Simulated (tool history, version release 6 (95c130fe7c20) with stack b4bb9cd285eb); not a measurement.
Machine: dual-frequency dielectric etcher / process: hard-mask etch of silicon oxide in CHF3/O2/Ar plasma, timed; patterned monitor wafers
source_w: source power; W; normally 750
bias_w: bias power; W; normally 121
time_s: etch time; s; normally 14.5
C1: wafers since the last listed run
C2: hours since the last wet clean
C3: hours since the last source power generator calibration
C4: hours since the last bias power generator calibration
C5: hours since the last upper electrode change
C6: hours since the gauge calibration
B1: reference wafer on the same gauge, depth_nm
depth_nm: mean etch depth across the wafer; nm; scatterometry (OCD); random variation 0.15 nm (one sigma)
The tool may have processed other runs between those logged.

Run 1, hour 0: usual settings; C1 0; C2 229.6; C3 2840.1; C4 4685.8; C5 4891.5; C6 347; B1 28.91. Result: depth_nm 26.85 nm.
Run 2, hour 34.9: usual settings; C1 749; C2 264.5; C3 2875; C4 4720.7; C5 4926.4; C6 381.9; B1 28.87. Result: depth_nm 26.52 nm.
Run 3, hour 62.9: usual settings; C1 601; C2 292.5; C3 2903; C4 4748.7; C5 4954.4; C6 409.9; B1 28.91. Result: depth_nm 26.59 nm.
Run 4, hour 98: usual settings but bias_w 130 W; C1 753; C2 327.6; C3 2938.1; C4 4783.8; C5 4989.5; C6 445; B1 28.91. Result: depth_nm 27.14 nm.
Run 5, hour 117.9: usual settings but bias_w 130 W; C1 427; C2 347.5; C3 2958; C4 4803.7; C5 5009.4; C6 464.9; B1 28.84. Result: depth_nm 27.05 nm.
Run 6, hour 131.4: usual settings but source_w 870 W; C1 289; C2 361; C3 2971.5; C4 4817.2; C5 5022.9; C6 478.4; B1 28.89. Result: depth_nm 27.55 nm.
At hour 163.6: bias power generator calibrated.
At hour 167.6: wet clean of the chamber.
Run 7, hour 168.1: usual settings but source_w 870 W; C1 617; C2 0.5; C3 3008.2; C4 4.5; C5 5059.6; C6 515.1; B1 28.94. Result: depth_nm 26.77 nm.
At hour 185.3: source power generator calibrated.
Run 8, hour 188.2: usual settings but bias_w 102 W; C1 345; C2 20.6; C3 2.9; C4 24.6; C5 5079.7; C6 535.2; B1 28.92. Result: depth_nm 23.93 nm.
Run 9, hour 201.4: usual settings; C1 283; C2 33.8; C3 16.1; C4 37.8; C5 5092.9; C6 548.4; B1 28.89. Result: depth_nm 25.66 nm.
Run 10, hour 224.8: usual settings; C1 502; C2 57.2; C3 39.5; C4 61.2; C5 5116.3; C6 571.8; B1 28.88. Result: depth_nm 25.78 nm.
At hour 248: gauge calibrated.
At hour 315.3: wet clean of the chamber, repeated, since the last time left the tool worse.
Run 11, hour 331.5: usual settings; C1 1775; C2 16.2; C3 146.2; C4 167.9; C5 5223; C6 83.5; B1 28.94. Result: depth_nm 27.28 nm.
Run 12, hour 345.7: usual settings but source_w 710 W; C1 304; C2 30.4; C3 160.4; C4 182.1; C5 5237.2; C6 97.7; B1 29. Result: depth_nm 26.92 nm.
Run 13, hour 380.1: usual settings but bias_w 94 W; C1 738; C2 64.8; C3 194.8; C4 216.5; C5 5271.6; C6 132.1; B1 28.87. Result: depth_nm 24.1 nm.
Run 14, hour 407.7: usual settings but time_s 18.5 s; C1 592; C2 92.4; C3 222.4; C4 244.1; C5 5299.2; C6 159.7; B1 28.88. Result: depth_nm 34.91 nm.
Run 15, hour 422.9: usual settings but source_w 860 W, bias_w 142 W, time_s 16.5 s; C1 326; C2 107.6; C3 237.6; C4 259.3; C5 5314.4; C6 174.9; B1 28.8. Result: depth_nm 34.4 nm.
Run 16, hour 438.3: usual settings; C1 330; C2 123; C3 253; C4 274.7; C5 5329.8; C6 190.3; B1 28.86. Result: depth_nm 27.19 nm.
Run 17, hour 459.8: usual settings but source_w 630 W, bias_w 137 W, time_s 17 s; C1 461; C2 144.5; C3 274.5; C4 296.2; C5 5351.3; C6 211.8; B1 28.85. Result: depth_nm 32.14 nm.
Run 18, hour 488.5: usual settings; C1 616; C2 173.2; C3 303.2; C4 324.9; C5 5380; C6 240.5; B1 28.89. Result: depth_nm 26.65 nm.
Run 19, hour 542.2: usual settings but source_w 800 W; C1 1152; C2 226.9; C3 356.9; C4 378.6; C5 5433.7; C6 294.2; B1 28.88. Result: depth_nm 27.38 nm.
At hour 585.2: upper electrode replaced.
Run 20, hour 585.7: usual settings but source_w 840 W, bias_w 95 W, time_s 13.5 s; C1 418; C2 270.4; C3 400.4; C4 422.1; C5 0.5; C6 337.7; B1 28.89. Result: depth_nm 22.91 nm.
Run 21, hour 586: usual settings but source_w 570 W, bias_w 106 W, time_s 16 s; C1 6; C2 270.7; C3 400.7; C4 422.4; C5 0.8; C6 338; B1 28.84. Result: depth_nm 25.91 nm.
At hour 628.2: wet clean of the chamber.
Run 22, hour 628.7: usual settings but source_w 570 W, bias_w 99 W, time_s 18 s; C1 401; C2 0.5; C3 443.4; C4 465.1; C5 43.5; C6 380.7; B1 28.86. Result: depth_nm 28.34 nm.

Predict the results of run 23:
Run 23, hour 647.5: usual settings but source_w 640 W, time_s 12 s; C1 403; C2 19.3; C3 462.2; C4 483.9; C5 62.3; C6 399.5; B1 ?. Result: depth_nm ?.

B1: 28.92
depth_nm: 21.34 nm
On a tool with no hidden condition, and with the same random variation, this run would have come out at depth_nm 21.32 nm.

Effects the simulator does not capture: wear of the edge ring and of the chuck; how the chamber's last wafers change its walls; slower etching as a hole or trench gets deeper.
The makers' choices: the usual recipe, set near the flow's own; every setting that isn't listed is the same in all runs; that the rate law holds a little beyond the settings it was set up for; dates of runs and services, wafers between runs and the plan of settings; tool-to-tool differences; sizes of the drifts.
